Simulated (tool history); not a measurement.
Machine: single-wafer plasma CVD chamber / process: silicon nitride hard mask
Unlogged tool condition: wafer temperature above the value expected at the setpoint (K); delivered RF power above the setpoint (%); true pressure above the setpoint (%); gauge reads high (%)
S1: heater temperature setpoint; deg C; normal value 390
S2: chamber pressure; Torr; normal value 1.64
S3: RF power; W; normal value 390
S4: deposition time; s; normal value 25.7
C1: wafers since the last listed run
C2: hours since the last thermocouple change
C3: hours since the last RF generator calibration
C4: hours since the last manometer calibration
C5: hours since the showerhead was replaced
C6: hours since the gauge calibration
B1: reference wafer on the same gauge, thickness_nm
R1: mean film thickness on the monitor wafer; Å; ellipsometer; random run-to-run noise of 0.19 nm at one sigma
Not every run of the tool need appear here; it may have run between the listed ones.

| run | hour | S1 | S2 | S3 | S4 | C1 | C2 | C3 | C4 | C5 | C6 | B1 | R1 |
|---|---|---|---|---|---|---|---|---|---|---|---|---|---|
| 1 | 0.0 | 380 | 1.64 | 390 | 25.7 | 0 | 1909.0 | 860.0 | 2135.3 | 4253.6 | 235.0 | 38.298 | 347.45 |
| 2 | 34.2 | 380 | 1.64 | 390 | 25.7 | 689 | 1943.2 | 894.2 | 2169.5 | 4287.8 | 269.2 | 38.259 | 347.32 |
| 3 | 105.4 | 380 | 1.64 | 390 | 25.7 | 1435 | 2014.4 | 965.4 | 2240.7 | 4359.0 | 340.4 | 38.279 | 346.85 |
| 4 | 160.0 | 390 | 1.64 | 390 | 25.7 | 1100 | 2069.0 | 1020.0 | 2295.3 | 4413.6 | 395.0 | 38.313 | 344.24 |
| 5 | 218.0 | 390 | 1.64 | 390 | 25.7 | 1169 | 2127.0 | 1078.0 | 2353.3 | 4471.6 | 453.0 | 38.331 | 347.13 |
| 6 | 259.2 | 390 | 1.64 | 390 | 25.7 | 830 | 2168.2 | 1119.2 | 2394.5 | 4512.8 | 494.2 | 38.341 | 345.51 |
| 7 | 300.7 | 390 | 1.64 | 390 | 25.7 | 836 | 2209.7 | 1160.7 | 2436.0 | 4554.3 | 535.7 | 38.357 | 347.79 |
| 8 | 344.1 | 390 | 1.64 | 390 | 25.7 | 874 | 2253.1 | 1204.1 | 2479.4 | 4597.7 | 579.1 | 38.337 | 341.95 |
| 9 | 400.0 | 390 | 1.64 | 390 | 25.7 | 1126 | 2309.0 | 1260.0 | 2535.3 | 4653.6 | 635.0 | 38.342 | 345.50 |
|  | 478.0 | showerhead replaced |
| 10 | 566.2 | 390 | 1.64 | 390 | 25.7 | 3189 | 2475.2 | 1426.2 | 2701.5 | 88.2 | 801.2 | 38.271 | 341.74 |
| 11 | 602.2 | 404 | 1.38 | 390 | 25.7 | 725 | 2511.2 | 1462.2 | 2737.5 | 124.2 | 837.2 | 38.242 | 313.77 |
|  | 639.4 | RF generator calibrated |
| 12 | 639.9 | 375 | 1.39 | 390 | 21.0 | 598 | 2548.9 | 0.5 | 2775.2 | 161.9 | 874.9 | 38.287 | 269.47 |
| 13 | 676.8 | 390 | 1.64 | 390 | 25.7 | 743 | 2585.8 | 37.4 | 2812.1 | 198.8 | 911.8 | 38.357 | 349.65 |
|  | 712.8 | capacitance manometer re-zeroed and calibrated |
| 14 | 726.6 | 390 | 1.83 | 390 | 28.7 | 842 | 2635.6 | 87.2 | 13.8 | 248.6 | 961.6 | 38.222 | 405.33 |
| 15 | 755.9 | 377 | 1.64 | 360 | 25.7 | 590 | 2664.9 | 116.5 | 43.1 | 277.9 | 990.9 | 38.302 | 343.36 |
| 16 | 790.2 | 390 | 1.64 | 390 | 28.7 | 691 | 2699.2 | 150.8 | 77.4 | 312.2 | 1025.2 | 38.293 | 390.30 |
|  | 814.2 | thermocouple changed; heater temperature recalibrated |
| 17 | 824.5 | 390 | 1.64 | 390 | 24.1 | 530 | 10.3 | 185.1 | 111.7 | 346.5 | 1059.5 | 38.270 | 328.93 |
| 18 | 874.1 | 390 | 1.33 | 390 | 27.3 | 999 | 59.9 | 234.7 | 161.3 | 396.1 | 1109.1 | 38.341 | 340.08 |
|  | 885.3 | gauge calibrated |
| 19 | 910.0 | 390 | 1.64 | 390 | 25.7 | 723 | 95.8 | 270.6 | 197.2 | 432.0 | 24.7 | 38.197 | 354.29 |
| 20 | 946.4 | 390 | 1.64 | 390 | 21.6 | 733 | 132.2 | 307.0 | 233.6 | 468.4 | 61.1 | 38.390 | 291.36 |
| 21 | 977.6 | 380 | 1.64 | 390 | 25.7 | 628 | 163.4 | 338.2 | 264.8 | 499.6 | 92.3 | 38.320 | 353.16 |
| 22 | 1041.5 | 403 | 2.00 | 355 | 27.1 | 1288 | 227.3 | 402.1 | 328.7 | 563.5 | 156.2 | 38.293 | 382.17 |
| 23 | 1067.9 | 379 | 1.41 | 450 | 29.9 | 532 | 253.7 | 428.5 | 355.1 | 589.9 | 182.6 | 38.275 | 403.56 |
| 24 | 1132.8 | 397 | 1.79 | 390 | 25.7 | 1308 | 318.6 | 493.4 | 420.0 | 654.8 | 247.5 | 38.293 | 360.53 |

For run 25, what comes out?
| 25 | 1189.0 | 376 | 1.64 | 390 | 25.7 | 1132 | 374.8 | 549.6 | 476.2 | 711.0 | 303.7 | ? | ? |

Logged for run 25: B1 38.298, R1 350.74 Å.
If the tool had no hidden condition, the same run with the same run-to-run variation would have returned R1 352.91 Å.
